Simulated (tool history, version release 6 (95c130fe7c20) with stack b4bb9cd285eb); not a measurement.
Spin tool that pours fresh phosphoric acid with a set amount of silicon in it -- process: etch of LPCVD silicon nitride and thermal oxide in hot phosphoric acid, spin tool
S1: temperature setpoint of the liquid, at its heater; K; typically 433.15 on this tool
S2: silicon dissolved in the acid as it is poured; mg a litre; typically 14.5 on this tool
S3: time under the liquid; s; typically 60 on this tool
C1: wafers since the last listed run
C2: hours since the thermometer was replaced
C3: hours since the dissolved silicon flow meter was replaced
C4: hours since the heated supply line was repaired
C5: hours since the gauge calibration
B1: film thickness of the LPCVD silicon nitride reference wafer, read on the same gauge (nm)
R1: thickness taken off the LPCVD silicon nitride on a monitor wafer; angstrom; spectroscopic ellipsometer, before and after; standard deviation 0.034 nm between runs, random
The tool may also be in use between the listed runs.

run	day	S1	S2	S3	C1	C2	C3	C4	C5	B1	R1
1	0.000	433.15	14.5	60	0	2348.6	1257.9	565.1	85.6	40.00	44.0
2	0.304	433.15	14.5	60	93	2355.9	1265.2	572.4	92.9	40.04	43.1
3	0.625	433.15	14.5	60	98	2363.6	1272.9	580.1	100.6	40.03	43.5
4	2.692	432.65	10.0	60	633	2413.2	1322.5	629.7	150.2	40.04	42.5
5	3.354	432.65	10.0	60	202	2429.1	1338.4	645.6	166.1	39.95	42.4
6	3.725	432.65	10.0	60	113	2438.0	1347.3	654.5	175.0	40.01	41.9
7	4.342	433.15	14.5	60	188	2452.8	1362.1	669.3	189.8	39.98	42.9
8	5.079	433.15	14.5	60	225	2470.5	1379.8	687.0	207.5	40.00	42.3
# day 5.258: heated supply line repaired
9	5.679	433.15	10.0	60	171	2484.9	1394.2	10.1	221.9	40.00	49.5
# day 6.021: gauge calibrated
# day 6.050: dissolved silicon flow meter replaced
10	6.167	433.15	14.5	60	136	2496.6	2.8	21.8	3.5	40.03	48.3
11	6.433	431.15	11.0	45	81	2503.0	9.2	28.2	9.9	40.00	34.5
12	6.688	433.15	14.5	60	77	2509.1	15.3	34.3	16.0	40.01	48.9
# day 7.138: thermometer replaced
13	7.396	434.65	20.0	85	204	6.2	32.3	51.3	33.0	39.98	73.0
14	7.996	433.15	4.0	45	183	20.6	46.7	65.7	47.4	39.99	36.6
15	8.696	435.15	14.5	50	214	37.4	63.5	82.5	64.2	40.01	43.2
16	9.162	433.15	24.5	35	142	48.6	74.7	93.7	75.4	39.98	28.7

Hidden state or all else? Some run-to-run changes of R1, split into what the settings, what came in and random variation would give without the hidden state, and what is left for the hidden state (with any gauge scatter that isn't in both results):
Hidden state at play: liquid hotter than its thermometer reads (K); dissolved silicon flow above the setpoint (%); temperature lost on the way to the wafer (K); gauge reads high (%).
Run 8 -> 9: S2 14.5 -> 10.0, heated supply line repaired. R1 +7.2 angstrom: hidden state +6.3, all else +0.9.
Run 13 -> 14: S1 434.65 -> 433.15, S2 20.0 -> 4.0, S3 85 -> 45. R1 -36.4 angstrom: hidden state +0.5, all else -36.9.
